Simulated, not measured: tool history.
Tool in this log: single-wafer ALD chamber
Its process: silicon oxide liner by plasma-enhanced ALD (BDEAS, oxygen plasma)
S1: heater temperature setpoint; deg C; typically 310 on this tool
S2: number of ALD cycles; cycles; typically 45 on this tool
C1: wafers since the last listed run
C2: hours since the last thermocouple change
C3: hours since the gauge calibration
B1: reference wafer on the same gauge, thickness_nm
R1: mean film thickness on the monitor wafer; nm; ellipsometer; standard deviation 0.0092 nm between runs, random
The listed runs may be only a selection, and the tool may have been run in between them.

run 1 hour=0 | S1=310 S2=45 | C1=0 C2=2139.3 C3=1572.5 | B1=4.354 | R1=3.909
run 2 hour=93.9 | S1=310 S2=45 | C1=761 C2=2233.2 C3=1666.4 | B1=4.351 | R1=3.898
run 3 hour=179.2 | S1=310 S2=45 | C1=691 C2=2318.5 C3=1751.7 | B1=4.348 | R1=3.914
-- hour=224 thermocouple changed; heater temperature recalibrated
run 4 hour=244.4 | S1=310 S2=45 | C1=463 C2=20.4 C3=1816.9 | B1=4.349 | R1=3.91
run 5 hour=301.6 | S1=310 S2=45 | C1=463 C2=77.6 C3=1874.1 | B1=4.343 | R1=3.904
run 6 hour=365.7 | S1=310 S2=45 | C1=519 C2=141.7 C3=1938.2 | B1=4.344 | R1=3.893
run 7 hour=444 | S1=310 S2=45 | C1=634 C2=220 C3=2016.5 | B1=4.342 | R1=3.902
run 8 hour=508.2 | S1=310 S2=45 | C1=520 C2=284.2 C3=2080.7 | B1=4.345 | R1=3.907
run 9 hour=568.3 | S1=310 S2=45 | C1=487 C2=344.3 C3=2140.8 | B1=4.341 | R1=3.892
run 10 hour=686.6 | S1=310 S2=45 | C1=959 C2=462.6 C3=2259.1 | B1=4.343 | R1=3.895
run 11 hour=729.6 | S1=310 S2=45 | C1=348 C2=505.6 C3=2302.1 | B1=4.34 | R1=3.892
run 12 hour=785.2 | S1=310 S2=45 | C1=450 C2=561.2 C3=2357.7 | B1=4.34 | R1=3.906
run 13 hour=857.7 | S1=313 S2=45 | C1=587 C2=633.7 C3=2430.2 | B1=4.34 | R1=3.891
run 14 hour=900.6 | S1=313 S2=45 | C1=347 C2=676.6 C3=2473.1 | B1=4.338 | R1=3.884
run 15 hour=944.1 | S1=313 S2=45 | C1=352 C2=720.1 C3=2516.6 | B1=4.339 | R1=3.901
run 16 hour=1016.5 | S1=310 S2=45 | C1=586 C2=792.5 C3=2589 | B1=4.341 | R1=3.892
run 17 hour=1091.1 | S1=310 S2=45 | C1=604 C2=867.1 C3=2663.6 | B1=4.339 | R1=3.899
run 18 hour=1128 | S1=310 S2=45 | C1=299 C2=904 C3=2700.5 | B1=4.34 | R1=3.907
run 19 hour=1175.2 | S1=310 S2=45 | C1=382 C2=951.2 C3=2747.7 | B1=4.338 | R1=3.91
run 20 hour=1256 | S1=310 S2=45 | C1=655 C2=1032 C3=2828.5 | B1=4.34 | R1=3.908
run 21 hour=1298.9 | S1=310 S2=45 | C1=347 C2=1074.9 C3=2871.4 | B1=4.337 | R1=3.903
run 22 hour=1373.7 | S1=310 S2=45 | C1=606 C2=1149.7 C3=2946.2 | B1=4.337 | R1=3.904
run 23 hour=1425.5 | S1=314 S2=39 | C1=419 C2=1201.5 C3=2998 | B1=4.336 | R1=3.358
run 24 hour=1489.7 | S1=305 S2=39 | C1=520 C2=1265.7 C3=3062.2 | B1=4.337 | R1=3.401
-- hour=1490.1 gauge calibrated
run 25 hour=1545.4 | S1=310 S2=45 | C1=451 C2=1321.4 C3=55.3 | B1=4.462 | R1=4.031
run 26 hour=1651.6 | S1=301 S2=37 | C1=860 C2=1427.6 C3=161.5 | B1=4.448 | R1=3.333
run 27 hour=1708.1 | S1=299 S2=40 | C1=458 C2=1484.1 C3=218 | B1=4.447 | R1=3.601
run 28 hour=1770.8 | S1=299 S2=45 | C1=508 C2=1546.8 C3=280.7 | B1=4.441 | R1=4.045
run 29 hour=1826.9 | S1=304 S2=40 | C1=454 C2=1602.9 C3=336.8 | B1=4.437 | R1=3.576
run 30 hour=1895.7 | S1=310 S2=45 | C1=557 C2=1671.7 C3=405.6 | B1=4.432 | R1=3.979
run 31 hour=1948 | S1=320 S2=48 | C1=423 C2=1724 C3=457.9 | B1=4.43 | R1=4.183
run 32 hour=2047.4 | S1=310 S2=45 | C1=805 C2=1823.4 C3=557.3 | B1=4.422 | R1=3.974
run 33 hour=2189.2 | S1=310 S2=45 | C1=1149 C2=1965.2 C3=699.1 | B1=4.412 | R1=3.966
run 34 hour=2230.8 | S1=301 S2=38 | C1=337 C2=2006.8 C3=740.7 | B1=4.413 | R1=3.383
run 35 hour=2336.9 | S1=310 S2=45 | C1=860 C2=2112.9 C3=846.8 | B1=4.399 | R1=3.946
-- hour=2357.8 thermocouple changed; heater temperature recalibrated
run 36 hour=2377.1 | S1=305 S2=40 | C1=261 C2=19.3 C3=887 | B1=4.395 | R1=3.538
run 37 hour=2461.3 | S1=298 S2=45 | C1=682 C2=103.5 C3=971.2 | B1=4.399 | R1=4.022
run 38 hour=2677.3 | S1=321 S2=42 | C1=1751 C2=319.5 C3=1187.2 | B1=4.386 | R1=3.636
run 39 hour=2735.5 | S1=310 S2=45 | C1=471 C2=377.7 C3=1245.4 | B1=4.388 | R1=3.952
run 40 hour=2839.2 | S1=300 S2=38 | C1=840 C2=481.4 C3=1349.1 | B1=4.381 | R1=3.363
run 41 hour=2940.3 | S1=315 S2=42 | C1=819 C2=582.5 C3=1450.2 | B1=4.378 | R1=3.659
run 42 hour=3002.3 | S1=302 S2=40 | C1=502 C2=644.5 C3=1512.2 | B1=4.377 | R1=3.533
run 43 hour=3041.6 | S1=297 S2=41 | C1=318 C2=683.8 C3=1551.5 | B1=4.379 | R1=3.647
run 44 hour=3227.1 | S1=310 S2=45 | C1=1503 C2=869.3 C3=1737 | B1=4.376 | R1=3.921
run 45 hour=3312.6 | S1=310 S2=45 | C1=693 C2=954.8 C3=1822.5 | B1=4.376 | R1=3.917

3 ways to go on from here, each from the tool as it stands after run 45. What would each give?
run A hour=3313.1 | S1=310 S2=38 | C1=4 C2=955.3 C3=1823 | B1=? | R1=?
run B hour=3313.1 | S1=303 S2=39 | C1=4 C2=955.3 C3=1823 | B1=? | R1=?
run C hour=3313.1 | S1=321 S2=51 | C1=4 C2=955.3 C3=1823 | B1=? | R1=?

run=A B1=4.372 R1=3.317
run=B B1=4.372 R1=3.434
run=C B1=4.372 R1=4.391
With no hidden state in the tool, these same runs would have given:
run=A R1=3.375
run=B R1=3.494
run=C R1=4.468

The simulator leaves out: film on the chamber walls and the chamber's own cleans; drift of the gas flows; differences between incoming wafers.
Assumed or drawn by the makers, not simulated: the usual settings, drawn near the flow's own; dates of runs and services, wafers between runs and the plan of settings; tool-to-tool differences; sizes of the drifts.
